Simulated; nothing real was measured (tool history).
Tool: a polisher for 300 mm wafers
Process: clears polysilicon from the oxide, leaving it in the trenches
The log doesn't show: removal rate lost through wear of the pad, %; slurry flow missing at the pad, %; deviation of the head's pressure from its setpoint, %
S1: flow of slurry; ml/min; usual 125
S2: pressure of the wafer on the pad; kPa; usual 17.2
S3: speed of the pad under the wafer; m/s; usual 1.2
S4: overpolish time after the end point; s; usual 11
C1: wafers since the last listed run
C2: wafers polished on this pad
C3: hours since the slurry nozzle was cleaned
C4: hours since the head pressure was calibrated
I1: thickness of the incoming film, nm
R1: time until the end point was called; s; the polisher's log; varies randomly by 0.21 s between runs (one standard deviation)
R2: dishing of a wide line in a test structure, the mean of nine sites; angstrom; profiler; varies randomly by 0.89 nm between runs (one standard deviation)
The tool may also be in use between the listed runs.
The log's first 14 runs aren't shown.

run     day   S1    S2    S3  S4   C1    C2     C3      C4     I1    R1   R2
 15  17.062  125  13.1   1.2  11  230  1190   47.3   885.9  402.4  32.2  561
 16  18.079  160  13.8  1.34   7  278  1469   71.7   910.3  399.7  26.3  524
 17  19.567  110  15.2  1.08   9  407  1876  107.4     946  393.5    31  538
 18  20.946  125  19.3   0.9  16  377  2254  140.5   979.1  403.5  28.7  621
 19  21.854  125  17.2   1.2  11  248  2503  162.3  1000.9    403  25.9  592
     22.712  -- worn pad replaced by a new one
 20  22.804  125  17.2   1.2  11  214    25  185.1  1023.7  402.6  24.1  588
 21  26.346  125  17.2  0.84   8  970   995  270.1  1108.7  398.5  32.3  504
 22  27.754  125  17.2  1.32  11  385  1381  303.9  1142.5    392  22.2  612
     28.608  -- head pressure recalibrated
 23  29.225  125  17.2  1.32  11  380  1761  339.2    14.8  407.1  23.2  598
 24  29.838  125  17.2  0.88   8  167  1929  353.9    29.5  399.6  32.6  514
 25  30.467  125  17.2   1.2   6  172  2101    369    44.6  400.4  24.9  507
 26  31.712  165  21.4     1  16  341  2443  398.9    74.5  404.6  23.6  633
 27  32.612  125  17.2  1.48  16  246  2689  420.5    96.1  398.3  21.9  638
     33.475  -- worn pad replaced by a new one
 28  33.821  140  20.7   1.2   4  285    94  449.5   125.1  407.3  19.4  463

The next listed run, before its measurement:
 29  34.838  125  17.2  1.34  13  278  373  473.9  149.5  404   ?   ?

{"run 29": {"R1": 21.6, "R2": 613}}
If the tool had no hidden condition, the same run with the same run-to-run variation would have returned R1 21.5 s, R2 613 angstrom.
